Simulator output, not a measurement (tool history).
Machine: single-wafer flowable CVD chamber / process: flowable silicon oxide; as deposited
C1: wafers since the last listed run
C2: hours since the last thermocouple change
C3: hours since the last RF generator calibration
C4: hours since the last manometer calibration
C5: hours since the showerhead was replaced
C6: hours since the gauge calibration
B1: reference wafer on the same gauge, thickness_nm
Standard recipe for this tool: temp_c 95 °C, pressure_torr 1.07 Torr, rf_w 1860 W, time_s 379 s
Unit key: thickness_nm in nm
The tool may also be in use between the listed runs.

run 1 hour=0 | temp_c=95 pressure_torr=1.07 rf_w=1860 time_s=379 | C1=0 C2=2349.4 C3=1724.8 C4=958.9 C5=4965.4 C6=112.3 | B1=411.041 | thickness_nm=391.668
run 2 hour=91.6 | temp_c=95 pressure_torr=1.07 rf_w=1860 time_s=379 | C1=317 C2=2441 C3=1816.4 C4=1050.5 C5=5057 C6=203.9 | B1=411.235 | thickness_nm=392.328
run 3 hour=116.5 | temp_c=95 pressure_torr=1.07 rf_w=1715 time_s=379 | C1=86 C2=2465.9 C3=1841.3 C4=1075.4 C5=5081.9 C6=228.8 | B1=410.858 | thickness_nm=379.825
run 4 hour=144.4 | temp_c=95 pressure_torr=1.07 rf_w=1715 time_s=379 | C1=96 C2=2493.8 C3=1869.2 C4=1103.3 C5=5109.8 C6=256.7 | B1=411.124 | thickness_nm=378.941
run 5 hour=175.5 | temp_c=95 pressure_torr=1.07 rf_w=1715 time_s=379 | C1=107 C2=2524.9 C3=1900.3 C4=1134.4 C5=5140.9 C6=287.8 | B1=410.511 | thickness_nm=379.847
run 6 hour=208.6 | temp_c=95 pressure_torr=1.07 rf_w=1860 time_s=323 | C1=114 C2=2558 C3=1933.4 C4=1167.5 C5=5174 C6=320.9 | B1=410.997 | thickness_nm=333.38
run 7 hour=229.1 | temp_c=95 pressure_torr=1.07 rf_w=1860 time_s=379 | C1=71 C2=2578.5 C3=1953.9 C4=1188 C5=5194.5 C6=341.4 | B1=411.127 | thickness_nm=391.434
-- hour=256.9 RF generator calibrated
run 8 hour=257.4 | temp_c=95 pressure_torr=1.07 rf_w=1860 time_s=379 | C1=70 C2=2606.8 C3=0.5 C4=1216.3 C5=5222.8 C6=369.7 | B1=410.892 | thickness_nm=389.102
run 9 hour=288.7 | temp_c=95 pressure_torr=1.23 rf_w=1860 time_s=379 | C1=108 C2=2638.1 C3=31.8 C4=1247.6 C5=5254.1 C6=401 | B1=410.802 | thickness_nm=448.407
run 10 hour=306.9 | temp_c=95 pressure_torr=1.07 rf_w=1860 time_s=319 | C1=63 C2=2656.3 C3=50 C4=1265.8 C5=5272.3 C6=419.2 | B1=410.671 | thickness_nm=327.589
run 11 hour=340.1 | temp_c=95 pressure_torr=1.07 rf_w=1860 time_s=319 | C1=115 C2=2689.5 C3=83.2 C4=1299 C5=5305.5 C6=452.4 | B1=410.747 | thickness_nm=328.061
run 12 hour=360.3 | temp_c=95 pressure_torr=0.95 rf_w=1860 time_s=379 | C1=70 C2=2709.7 C3=103.4 C4=1319.2 C5=5325.7 C6=472.6 | B1=410.782 | thickness_nm=342.718
run 13 hour=380.8 | temp_c=95 pressure_torr=1.07 rf_w=1860 time_s=379 | C1=71 C2=2730.2 C3=123.9 C4=1339.7 C5=5346.2 C6=493.1 | B1=410.996 | thickness_nm=388.641
run 14 hour=397.1 | temp_c=95 pressure_torr=1.07 rf_w=2070 time_s=379 | C1=56 C2=2746.5 C3=140.2 C4=1356 C5=5362.5 C6=509.4 | B1=411.316 | thickness_nm=399.76
-- hour=410.6 thermocouple changed; heater temperature recalibrated
run 15 hour=431.7 | temp_c=95 pressure_torr=1.07 rf_w=1860 time_s=416 | C1=92 C2=21.1 C3=174.8 C4=1390.6 C5=5397.1 C6=544 | B1=411.198 | thickness_nm=426.599
run 16 hour=446.6 | temp_c=110 pressure_torr=0.91 rf_w=1640 time_s=412 | C1=51 C2=36 C3=189.7 C4=1405.5 C5=5412 C6=558.9 | B1=411.107 | thickness_nm=219.299
-- hour=458.2 showerhead replaced
run 17 hour=458.9 | temp_c=101 pressure_torr=1.07 rf_w=2050 time_s=379 | C1=14 C2=48.3 C3=202 C4=1417.8 C5=0.7 C6=571.2 | B1=411.017 | thickness_nm=334.78
run 18 hour=484 | temp_c=101 pressure_torr=1.07 rf_w=1860 time_s=379 | C1=87 C2=73.4 C3=227.1 C4=1442.9 C5=25.8 C6=596.3 | B1=410.876 | thickness_nm=325.149
run 19 hour=517.6 | temp_c=86 pressure_torr=1.07 rf_w=1860 time_s=379 | C1=116 C2=107 C3=260.7 C4=1476.5 C5=59.4 C6=629.9 | B1=410.955 | thickness_nm=497.423
run 20 hour=542.8 | temp_c=95 pressure_torr=1.28 rf_w=1605 time_s=379 | C1=87 C2=132.2 C3=285.9 C4=1501.7 C5=84.6 C6=655.1 | B1=410.445 | thickness_nm=440.053
-- hour=567.5 capacitance manometer re-zeroed and calibrated
run 21 hour=574.4 | temp_c=95 pressure_torr=1.31 rf_w=1860 time_s=379 | C1=81 C2=163.8 C3=317.5 C4=6.9 C5=116.2 C6=686.7 | B1=411.2 | thickness_nm=492.764
run 22 hour=599.7 | temp_c=95 pressure_torr=1.07 rf_w=1860 time_s=379 | C1=87 C2=189.1 C3=342.8 C4=32.2 C5=141.5 C6=712 | B1=410.916 | thickness_nm=400.844
run 23 hour=622.3 | temp_c=95 pressure_torr=1.07 rf_w=1860 time_s=339 | C1=78 C2=211.7 C3=365.4 C4=54.8 C5=164.1 C6=734.6 | B1=411.32 | thickness_nm=360.222
-- hour=622.9 gauge calibrated
run 24 hour=646.7 | temp_c=102 pressure_torr=0.92 rf_w=1860 time_s=379 | C1=84 C2=236.1 C3=389.8 C4=79.2 C5=188.5 C6=23.8 | B1=411.446 | thickness_nm=279.536
run 25 hour=659.3 | temp_c=95 pressure_torr=1.07 rf_w=1860 time_s=379 | C1=43 C2=248.7 C3=402.4 C4=91.8 C5=201.1 C6=36.4 | B1=410.995 | thickness_nm=401.849
run 26 hour=738.2 | temp_c=95 pressure_torr=1.07 rf_w=1605 time_s=409 | C1=273 C2=327.6 C3=481.3 C4=170.7 C5=280 C6=115.3 | B1=410.749 | thickness_nm=411.413
run 27 hour=765.1 | temp_c=95 pressure_torr=1.29 rf_w=2120 time_s=414 | C1=93 C2=354.5 C3=508.2 C4=197.6 C5=306.9 C6=142.2 | B1=411.46 | thickness_nm=546.634
run 28 hour=800 | temp_c=108 pressure_torr=1.21 rf_w=2230 time_s=379 | C1=121 C2=389.4 C3=543.1 C4=232.5 C5=341.8 C6=177.1 | B1=411.099 | thickness_nm=323.494
run 29 hour=825.4 | temp_c=95 pressure_torr=1.07 rf_w=1860 time_s=379 | C1=88 C2=414.8 C3=568.5 C4=257.9 C5=367.2 C6=202.5 | B1=410.763 | thickness_nm=400.082

Some steps in thickness_nm between neighbouring runs. How much of each would the tool show without its hidden state too (settings, what came in, random variation), and how much is left for the hidden state, with any gauge scatter that isn't in both results?
Hidden conditions of the tool in this case: wafer temperature above the value expected at the setpoint (K); delivered RF power above the setpoint (%); true pressure above the setpoint (%); gauge reads high (%).
Run 15 -> 16: temp_c 95 -> 110, pressure_torr 1.07 -> 0.91, rf_w 1860 -> 1640, time_s 416 -> 412. thickness_nm -207.3 nm: hidden state +6.116, all else -213.416.
Run 18 -> 19: temp_c 101 -> 86. thickness_nm +172.274 nm: hidden state -6.337, all else +178.611.
Run 20 -> 21: pressure_torr 1.28 -> 1.31, rf_w 1605 -> 1860, capacitance manometer re-zeroed and calibrated. thickness_nm +52.711 nm: hidden state +16.794, all else +35.917.
Run 27 -> 28: temp_c 95 -> 108, pressure_torr 1.29 -> 1.21, rf_w 2120 -> 2230, time_s 414 -> 379. thickness_nm -223.14 nm: hidden state +0.049, all else -223.189.

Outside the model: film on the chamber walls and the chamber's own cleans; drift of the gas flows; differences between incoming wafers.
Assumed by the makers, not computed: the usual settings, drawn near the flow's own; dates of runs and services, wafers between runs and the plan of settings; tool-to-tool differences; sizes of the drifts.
